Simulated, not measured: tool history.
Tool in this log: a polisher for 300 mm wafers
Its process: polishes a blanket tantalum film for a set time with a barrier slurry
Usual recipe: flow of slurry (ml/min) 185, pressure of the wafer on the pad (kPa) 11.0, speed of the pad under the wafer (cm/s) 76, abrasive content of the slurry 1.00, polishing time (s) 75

| run | hour | flow of slurry (ml/min) | pressure of the wafer on the pad (kPa) | speed of the pad under the wafer (cm/s) | abrasive content of the slurry | polishing time (s) | wafers since the last listed run | wafers polished on this pad | hours since the slurry nozzle was cleaned | hours since the head pressure was calibrated | hours since the slurry blender was calibrated | incoming thickness of the incoming film, nm | film removed (nm) |
|---|---|---|---|---|---|---|---|---|---|---|---|---|---|
| 1 | 0.0 | 185 | 11.0 | 76 | 1.00 | 75 | 0 | 186 | 743.3 | 1423.3 | 12.0 | 219.4 | 63.7 |
| 2 | 10.5 | 185 | 11.0 | 76 | 1.00 | 75 | 112 | 299 | 753.8 | 1433.8 | 22.5 | 219.6 | 59.7 |
| 3 | 17.3 | 185 | 11.0 | 76 | 1.10 | 75 | 72 | 371 | 760.6 | 1440.6 | 29.3 | 221.9 | 63.9 |
| 4 | 30.6 | 185 | 11.0 | 76 | 1.10 | 75 | 142 | 513 | 773.9 | 1453.9 | 42.6 | 219.3 | 62.9 |
| 5 | 36.7 | 185 | 11.0 | 76 | 1.00 | 80 | 65 | 578 | 780.0 | 1460.0 | 48.7 | 222.5 | 63.9 |
| 6 | 44.9 | 185 | 11.0 | 76 | 1.00 | 75 | 87 | 666 | 788.2 | 1468.2 | 56.9 | 221.3 | 59.1 |
|  | 49.9 | worn pad replaced by a new one |
|  | 59.1 | head pressure recalibrated |
| 7 | 59.7 | 185 | 11.0 | 76 | 1.00 | 75 | 94 | 83 | 803.0 | 0.6 | 71.7 | 221.4 | 59.3 |
| 8 | 71.7 | 185 | 11.0 | 76 | 1.00 | 75 | 128 | 211 | 815.0 | 12.6 | 83.7 | 216.6 | 58.7 |
| 9 | 82.4 | 155 | 11.0 | 76 | 1.00 | 75 | 114 | 325 | 825.7 | 23.3 | 94.4 | 218.4 | 57.7 |
| 10 | 96.0 | 185 | 11.0 | 76 | 1.20 | 88 | 145 | 471 | 839.3 | 36.9 | 108.0 | 216.4 | 71.5 |
|  | 97.3 | slurry nozzle cleaned |
|  | 105.2 | worn pad replaced by a new one |
| 11 | 108.6 | 165 | 12.4 | 76 | 1.25 | 95 | 81 | 36 | 11.3 | 49.5 | 120.6 | 219.8 | 86.0 |
| 12 | 117.7 | 210 | 9.0 | 76 | 1.00 | 75 | 97 | 133 | 20.4 | 58.6 | 129.7 | 222.9 | 47.1 |
| 13 | 130.2 | 185 | 11.0 | 76 | 1.30 | 75 | 133 | 267 | 32.9 | 71.1 | 142.2 | 223.4 | 61.4 |
| 14 | 140.4 | 185 | 11.0 | 76 | 1.00 | 75 | 108 | 376 | 43.1 | 81.3 | 152.4 | 221.8 | 55.3 |
|  | 144.3 | slurry blender recalibrated |
| 15 | 156.0 | 185 | 11.0 | 76 | 1.00 | 75 | 145 | 521 | 58.7 | 96.9 | 11.7 | 219.3 | 61.3 |
| 16 | 164.3 | 120 | 11.0 | 66 | 1.00 | 60 | 88 | 610 | 67.0 | 105.2 | 20.0 | 220.6 | 39.2 |
|  | 174.6 | worn pad replaced by a new one |
| 17 | 175.2 | 210 | 9.0 | 76 | 1.00 | 75 | 73 | 6 | 77.9 | 116.1 | 30.9 | 221.8 | 49.0 |
| 18 | 186.0 | 185 | 11.0 | 94 | 1.00 | 84 | 115 | 122 | 88.7 | 126.9 | 41.7 | 221.9 | 80.7 |

Each row is a separate what-if for the run after 18, all from the same tool condition, not one after another. Results?
| A | 186.4 | 220 | 11.0 | 76 | 1.00 | 75 | 4 | 126 | 89.1 | 127.3 | 42.1 | 221.8 | ? |
| B | 186.4 | 185 | 11.0 | 56 | 1.00 | 100 | 4 | 126 | 89.1 | 127.3 | 42.1 | 221.8 | ? |
| C | 186.4 | 245 | 11.0 | 96 | 1.00 | 62 | 4 | 126 | 89.1 | 127.3 | 42.1 | 221.8 | ? |

| run | film removed (nm) |
|---|---|
| A | 61.5 |
| B | 61.4 |
| C | 63.5 |
With the hidden condition removed and each run's random variation left untouched, the same runs would have given:
| run | film removed (nm) |
|---|---|
| A | 66.0 |
| B | 66.0 |
| C | 68.1 |
